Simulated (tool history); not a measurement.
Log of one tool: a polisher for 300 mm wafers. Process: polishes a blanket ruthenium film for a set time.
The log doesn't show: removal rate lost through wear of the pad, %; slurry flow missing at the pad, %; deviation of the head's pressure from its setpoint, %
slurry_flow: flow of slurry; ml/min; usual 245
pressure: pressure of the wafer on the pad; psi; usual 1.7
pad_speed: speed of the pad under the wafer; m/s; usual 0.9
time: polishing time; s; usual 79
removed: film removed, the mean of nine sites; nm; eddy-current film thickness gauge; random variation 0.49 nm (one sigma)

run   hour  slurry_flow  pressure  pad_speed  time  wafers since the last listed run  wafers polished on this pad  hours since the slurry nozzle was cleaned  hours since the head pressure was calibrated  incoming thickness of the incoming film, nm  removed
  1      0          245       1.7        0.9    79                                 0                          109                                        254                                         387.1                                        458.8       54
  2   12.1          245       2.1        0.9    79                               169                          279                                      266.1                                         399.2                                        449.4     65.2
  3   18.4          245       2.1        0.9    79                                88                          367                                      272.4                                         405.5                                        450.6     66.3
  4   28.9          245       1.7          1    79                               147                          515                                      282.9                                           416                                        443.3     58.7
      42.4  -- worn pad replaced by a new one
  5     44          245       1.7          1    79                               155                           21                                        298                                         431.1                                        448.4     61.1
  6   79.8          245       1.7        0.9    90                               502                          524                                      333.8                                         466.9                                        455.6     61.3
      92.1  -- worn pad replaced by a new one
  7   94.9          245       1.7        0.9    90                               155                           39                                      348.9                                           482                                        459.1     63.6
  8  107.5          245       1.5        0.9    79                               176                          216                                      361.5                                         494.6                                        457.5     49.9
     114.4  -- slurry nozzle cleaned
  9    117          245       1.5        0.9    79                               119                          335                                        2.6                                         504.1                                        445.5     48.1
 10  125.7          245       2.1        0.9    79                               122                          457                                       11.3                                         512.8                                        456.6     67.7
     136.9  -- head pressure recalibrated
       141  -- worn pad replaced by a new one
 11  141.5          245       1.7        0.9    79                               137                            7                                       27.1                                           4.6                                          452     53.7
 12  157.6          185       1.7        0.9    66                               225                          232                                       43.2                                          20.7                                        448.9     42.6
 13  172.8          245       1.9        0.9    79                               213                          446                                       58.4                                          35.9                                        449.8     57.4
     191.5  -- worn pad replaced by a new one
 14    192          245       1.7        0.9    79                               213                            7                                       77.6                                          55.1                                        450.3     53.1
 15  208.3          245       1.7       0.58   104                               228                          235                                       93.9                                          71.4                                        447.2     44.6
 16  220.6          220       1.7        0.9    79                               172                          408                                      106.2                                          83.7                                        446.5     51.1
     234.6  -- worn pad replaced by a new one
 17  235.7          245       1.7        0.9    70                               155                           14                                      121.3                                          98.8                                        443.7     47.1
 18  244.8          245       1.7        0.9    66                               127                          142                                      130.4                                         107.9                                        451.4     43.9

4 ways to go on from here, each from the tool as it stands after run 18. What would each give?
  A  245.2          245       1.7        0.9    65                                 5                          148                                      130.8                                         108.3                                        451.5        ?
  B  245.2          190       1.7        1.2    79                                 5                          148                                      130.8                                         108.3                                        451.5        ?
  C  245.2          215       1.7        0.9    79                                 5                          148                                      130.8                                         108.3                                        451.5        ?
  D  245.2          245       1.7       1.14    79                                 5                          148                                      130.8                                         108.3                                        451.5        ?

run  removed
  A     43.7
  B     69.1
  C     52.5
  D     67.2
Without the tool's hidden state the same runs would have given:
run  removed
  A     44.3
  B     70.2
  C     53.3
  D     68.3

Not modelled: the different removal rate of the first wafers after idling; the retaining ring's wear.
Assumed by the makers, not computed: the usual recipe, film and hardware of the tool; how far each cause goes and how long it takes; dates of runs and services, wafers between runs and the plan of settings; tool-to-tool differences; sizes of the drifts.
